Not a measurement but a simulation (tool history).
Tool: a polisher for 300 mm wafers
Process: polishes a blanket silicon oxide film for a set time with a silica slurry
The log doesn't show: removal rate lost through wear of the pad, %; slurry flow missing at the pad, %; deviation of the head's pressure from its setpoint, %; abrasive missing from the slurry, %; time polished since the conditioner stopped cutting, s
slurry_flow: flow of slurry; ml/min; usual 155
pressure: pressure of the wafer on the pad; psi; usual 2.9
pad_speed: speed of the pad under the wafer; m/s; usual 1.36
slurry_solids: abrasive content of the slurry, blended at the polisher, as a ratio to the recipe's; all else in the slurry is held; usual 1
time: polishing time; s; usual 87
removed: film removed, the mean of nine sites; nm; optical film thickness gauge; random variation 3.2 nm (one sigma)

run,hour,slurry_flow,pressure,pad_speed,slurry_solids,time,wafers since the last listed run,wafers polished on this pad,hours since the slurry nozzle was cleaned,hours since the head pressure was calibrated,hours since the slurry blender was calibrated,hours since the conditioning disc was replaced,"incoming thickness of the incoming film, nm",removed
1,0,155,3.3,1.36,1,87,0,1512,248,884,208.5,134.6,1245,265.3
# hour 22: head pressure recalibrated
2,46.6,155,3.3,1.36,1,87,550,2063,294.6,24.6,255.1,181.2,1241.9,253.6
# hour 68.1: slurry nozzle cleaned
3,108.2,155,2.9,1.36,1,109,748,2812,40.1,86.2,316.7,242.8,1226.4,302.5
4,169.9,155,2.9,1.36,1,109,762,3574,101.8,147.9,378.4,304.5,1248.7,293.3
# hour 180.4: slurry blender recalibrated
5,232,155,2.9,1.36,1,109,742,4316,163.9,210,51.6,366.6,1255.8,291.2
# hour 236.1: worn pad replaced by a new one
# hour 275.8: conditioning disc replaced and pad reconditioned
6,288.7,155,2.9,1.36,1,87,626,625,220.6,266.7,108.3,12.9,1270,232.3
7,321.4,155,2.9,1.36,1,87,403,1029,253.3,299.4,141,45.6,1234.7,228.3
8,371.3,155,3.8,1.1,1,87,616,1645,303.2,349.3,190.9,95.5,1263.6,247.8
9,398.7,155,2.9,1.36,1,87,338,1983,330.6,376.7,218.3,122.9,1267.1,220.5
# hour 404: slurry nozzle cleaned
10,422.7,155,2.2,1.24,0.9,59,284,2268,18.7,400.7,242.3,146.9,1257.4,111.4
11,480.7,155,2.9,0.88,1.2,87,716,2984,76.7,458.7,300.3,204.9,1250.2,188.2
# hour 490.7: slurry blender recalibrated
12,549,185,2.9,1.36,1,105,819,3803,145,527,58.3,273.2,1264.4,294.9
# hour 620.1: worn pad replaced by a new one
13,656.3,155,2.9,1.36,1,87,1276,446,252.3,634.3,165.6,380.5,1271.2,219.5
14,681.8,155,2.9,1.36,1,87,315,761,277.8,659.8,191.1,406,1242.3,229.9
# hour 684.7: conditioning disc replaced and pad reconditioned
# hour 734.7: slurry nozzle cleaned
15,753,155,2.9,1.14,1,65,842,1604,18.3,731,262.3,68.3,1240.1,156.9
# hour 798.1: head pressure recalibrated
16,798.5,155,3.2,1.58,1.15,101,537,2141,63.8,0.4,307.8,113.8,1250.6,360.9
# hour 816.8: slurry blender recalibrated
17,866.2,140,2.9,1.8,1.2,60,811,2953,131.5,68.1,49.4,181.5,1246.2,215.5
18,895.7,155,2.9,1.36,0.75,87,364,3317,161,97.6,78.9,211,1256.4,204
# hour 943.9: worn pad replaced by a new one
19,944.4,155,3.4,1.36,1,87,552,6,209.7,146.3,127.6,259.7,1257.3,272.3
20,975.4,155,2.9,1.36,1,71,382,389,240.7,177.3,158.6,290.7,1257.5,190.7
21,1003,155,2.9,1.36,1,87,340,730,268.3,204.9,186.2,318.3,1256.1,229.7
22,1071.8,115,2.9,1.36,1,108,849,1579,337.1,273.7,255,387.1,1247.9,253.8
# hour 1100.3: conditioning disc replaced and pad reconditioned
# hour 1114.1: slurry nozzle cleaned
23,1133,185,2.9,1.36,1,87,718,2298,18.9,334.9,316.2,32.7,1264.9,247
# hour 1161.3: slurry blender recalibrated
24,1185.6,155,2.5,1.36,1,87,625,2923,71.5,387.5,24.3,85.3,1259.2,206.6

5 ways to go on from here, each from the tool as it stands after run 24. What would each give?
A,1186,155,2.9,1.36,1,87,4,2928,71.9,387.9,24.7,85.7,1272.3,?
B,1186,120,2.9,1.36,1,87,4,2928,71.9,387.9,24.7,85.7,1272.3,?
C,1186,200,2.9,1.36,1,87,4,2928,71.9,387.9,24.7,85.7,1272.3,?
D,1186,130,2.9,1.56,1,87,4,2928,71.9,387.9,24.7,85.7,1272.3,?
E,1186,155,2.9,0.94,1,87,4,2928,71.9,387.9,24.7,85.7,1272.3,?

run,removed
A,238.2
B,225.6
C,248.6
D,256.1
E,178.2
Without the tool's hidden state the same runs would have given:
run,removed
A,242.2
B,230.4
C,251.9
D,261.1
E,181.2

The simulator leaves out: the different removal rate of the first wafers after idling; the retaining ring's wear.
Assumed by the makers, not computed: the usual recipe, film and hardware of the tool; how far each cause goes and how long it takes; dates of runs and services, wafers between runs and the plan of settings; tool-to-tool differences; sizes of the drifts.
